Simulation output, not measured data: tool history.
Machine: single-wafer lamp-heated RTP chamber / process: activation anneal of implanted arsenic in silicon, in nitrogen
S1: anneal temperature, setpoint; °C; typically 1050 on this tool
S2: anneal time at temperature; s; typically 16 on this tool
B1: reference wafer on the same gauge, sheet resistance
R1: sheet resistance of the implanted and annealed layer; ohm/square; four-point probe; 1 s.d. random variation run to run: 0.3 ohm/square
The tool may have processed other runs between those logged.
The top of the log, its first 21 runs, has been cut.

run	hour	S1	S2	B1	R1
# hour 281.3: gauge calibrated
22	286.1	1037	10	96.93	120.84
23	300	1050	16	96.98	110.61
24	306.4	1071	8	97.04	112.93
# hour 322.6: reflector plate cleaned
25	323.1	1068	20	96.94	103.02
26	327.8	1050	16	97.02	110.63
27	344.1	1038	22	97.05	109.57
28	359.5	1074	9	97.05	110.57
29	377.1	1073	20	97.01	101
30	385.9	1050	16	96.97	110.14
31	402.6	1050	16	97.03	109.96
# hour 419.5: pyrometer window cleaned and pyrometer calibrated
32	420	1026	19	97.01	117.67
33	431.9	1050	16	97.05	111.43
34	446	1050	16	96.97	111.37
35	452.4	1022	12	97.03	122.94
36	462	1021	18	96.98	118.52

Alternative continuations, all from the tool just after run 36; predict every row:
A	462.4	1050	16	?	?
B	462.4	1063	20	?	?
C	462.4	1042	22	?	?
D	462.4	1078	7	?	?
E	462.4	1060	16	?	?

run	B1	R1
A	96.98	110.64
B	96.98	104.19
C	96.98	109.02
D	96.98	112.92
E	96.98	107.75
The same runs, with their run-to-run variation unchanged, on a tool lacking any hidden condition would have given:
run	R1
A	112.31
B	105.77
C	110.7
D	114.42
E	109.38

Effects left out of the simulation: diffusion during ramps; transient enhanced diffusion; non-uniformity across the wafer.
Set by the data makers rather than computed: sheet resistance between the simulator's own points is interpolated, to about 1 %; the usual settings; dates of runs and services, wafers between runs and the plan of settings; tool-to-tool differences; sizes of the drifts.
